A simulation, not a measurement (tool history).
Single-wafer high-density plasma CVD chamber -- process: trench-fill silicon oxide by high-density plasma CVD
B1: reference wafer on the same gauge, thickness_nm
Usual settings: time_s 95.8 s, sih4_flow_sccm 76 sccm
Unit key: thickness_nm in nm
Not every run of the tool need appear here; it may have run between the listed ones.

Run 1, day 0: usual settings; B1 771.95. Result: thickness_nm 671.164 nm.
Run 2, day 3.892: usual settings; B1 771.509. Result: thickness_nm 670.319 nm.
Run 3, day 7.654: usual settings; B1 770.947. Result: thickness_nm 670.352 nm.
Run 4, day 9.583: usual settings but time_s 106 s; B1 771.461. Result: thickness_nm 743.662 nm.
Run 5, day 12.642: usual settings but time_s 106.4 s, sih4_flow_sccm 79 sccm; B1 770.228. Result: thickness_nm 774.618 nm.
Run 6, day 14.646: usual settings but time_s 106.4 s, sih4_flow_sccm 79 sccm; B1 770.415. Result: thickness_nm 770.292 nm.
Run 7, day 17.033: usual settings but time_s 106.4 s, sih4_flow_sccm 79 sccm; B1 769.915. Result: thickness_nm 772.905 nm.
Run 8, day 18.671: usual settings; B1 770.294. Result: thickness_nm 668.963 nm.
Run 9, day 22.271: usual settings but time_s 84.3 s; B1 769.594. Result: thickness_nm 590.715 nm.
Run 10, day 24.354: usual settings but time_s 84.3 s; B1 769.554. Result: thickness_nm 590.493 nm.
Run 11, day 28.65: usual settings but time_s 84.3 s; B1 768.803. Result: thickness_nm 588.936 nm.
Run 12, day 31.029: usual settings; B1 768.961. Result: thickness_nm 670.943 nm.
Run 13, day 32.554: usual settings; B1 769.19. Result: thickness_nm 670.258 nm.
Run 14, day 34.842: usual settings but time_s 84.4 s; B1 769.821. Result: thickness_nm 589.309 nm.
Run 15, day 38.283: usual settings but time_s 86.9 s, sih4_flow_sccm 63 sccm; B1 768.894. Result: thickness_nm 503.396 nm.
Run 16, day 48.492: usual settings but time_s 108.5 s, sih4_flow_sccm 65 sccm; B1 768.518. Result: thickness_nm 647.482 nm.
Run 17, day 51.967: usual settings but time_s 111.8 s, sih4_flow_sccm 62 sccm; B1 780.955. Result: thickness_nm 646.33 nm.
Run 18, day 53.588: usual settings but time_s 84.3 s; B1 780.582. Result: thickness_nm 597.106 nm.
Run 19, day 57.679: usual settings but sih4_flow_sccm 66 sccm; B1 779.005. Result: thickness_nm 590.284 nm.
Run 20, day 62.121: usual settings but time_s 106.5 s, sih4_flow_sccm 67 sccm; B1 777.607. Result: thickness_nm 665.582 nm.
Run 21, day 64.892: usual settings but time_s 79.9 s, sih4_flow_sccm 70 sccm; B1 777.087. Result: thickness_nm 519.049 nm.
Run 22, day 69.108: usual settings but time_s 88.4 s; B1 776.338. Result: thickness_nm 625.197 nm.
Run 23, day 71.529: usual settings but time_s 103.5 s; B1 775.849. Result: thickness_nm 729.024 nm.
Run 24, day 73.112: usual settings; B1 775.674. Result: thickness_nm 675.678 nm.
Run 25, day 77.421: usual settings; B1 774.97. Result: thickness_nm 672.63 nm.
Run 26, day 85.608: usual settings but time_s 77.4 s; B1 773.907. Result: thickness_nm 544.722 nm.
Run 27, day 89.046: usual settings; B1 773.806. Result: thickness_nm 674.042 nm.
Run 28, day 93.317: usual settings but time_s 82.4 s, sih4_flow_sccm 83 sccm; B1 773.501. Result: thickness_nm 630.769 nm.

Removed from this log: 2 entries logged between the listed runs. Between which two listed runs does each belong, and how does the tool's hidden state at the listed run before it compare with that at the listed run after it?
From run 11 to run 12: silane flow controller replaced (day 31.008)
  gauge reads high (%): -1.24 -> -1.26
  measured result minus the result with no hidden state, thickness_nm: -7.411 -> -8.551 nm
From run 16 to run 17: gauge calibrated (day 51.717)
  gauge reads high (%): -1.34 -> 0.256
  measured result minus the result with no hidden state, thickness_nm: -8.783 -> +1.65 nm

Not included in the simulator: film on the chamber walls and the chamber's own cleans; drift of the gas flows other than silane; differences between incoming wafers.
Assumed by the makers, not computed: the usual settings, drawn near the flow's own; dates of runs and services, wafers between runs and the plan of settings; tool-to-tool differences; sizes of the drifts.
